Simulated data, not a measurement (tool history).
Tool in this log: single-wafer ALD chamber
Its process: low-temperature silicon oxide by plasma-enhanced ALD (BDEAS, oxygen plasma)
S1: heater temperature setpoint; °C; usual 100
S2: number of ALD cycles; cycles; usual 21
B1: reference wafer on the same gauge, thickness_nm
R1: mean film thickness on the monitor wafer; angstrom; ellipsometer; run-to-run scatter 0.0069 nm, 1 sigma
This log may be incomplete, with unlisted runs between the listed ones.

run	day	S1	S2	B1	R1
1	0.000	100	23	2.760	30.40
2	3.308	100	21	2.760	27.81
3	6.038	100	21	2.761	27.86
4	9.879	100	21	2.761	27.78
5	11.858	100	21	2.757	27.82
# day 13.762: gauge calibrated
6	22.479	100	21	2.759	27.97
7	25.854	100	21	2.759	28.04
8	27.896	104	23	2.759	30.23
9	30.292	100	19	2.760	25.26
10	34.517	100	21	2.760	27.98
11	38.467	100	21	2.762	28.02
12	41.592	111	21	2.762	27.29
13	45.046	111	21	2.760	27.32
14	49.429	111	21	2.760	27.20
15	52.912	89	21	2.762	28.94
16	55.883	89	21	2.760	29.02
17	59.938	89	21	2.761	29.07
18	63.367	100	21	2.759	27.96
19	65.271	100	21	2.761	27.94
# day 66.792: thermocouple changed; heater temperature recalibrated
20	68.008	100	21	2.759	27.57
21	70.858	100	21	2.761	27.55
22	72.458	90	21	2.761	28.36
23	74.417	100	21	2.759	27.67
24	78.842	100	21	2.760	27.57
25	82.325	85	25	2.761	34.53
26	85.121	87	23	2.760	31.42
27	88.229	92	25	2.759	33.84
# day 89.542: gauge calibrated
28	90.054	100	24	2.757	31.67
29	92.596	100	21	2.760	27.81
30	96.579	115	22	2.763	28.26
31	99.629	93	18	2.759	24.42
32	102.450	100	21	2.762	27.93
33	104.483	90	20	2.760	27.43
34	107.167	108	18	2.761	23.47
35	109.104	90	17	2.761	23.33
36	117.042	100	21	2.761	27.88
37	119.408	86	21	2.758	29.09
38	128.896	105	17	2.760	22.16
39	130.400	91	17	2.762	23.33
40	134.529	113	21	2.760	27.20
41	138.250	111	21	2.759	27.23
42	141.083	100	21	2.764	27.94
43	142.625	100	21	2.759	28.01
44	145.617	111	19	2.759	24.72

Forecast each of these 4 alternatives for the next run:
A	145.633	100	21	?	?
B	145.633	87	19	?	?
C	145.633	86	24	?	?
D	145.633	87	20	?	?

run	B1	R1
A	2.762	27.96
B	2.762	26.33
C	2.762	33.36
D	2.762	27.71
Without the tool's hidden state the same runs would have given:
run	R1
A	27.52
B	25.92
C	32.84
D	27.29
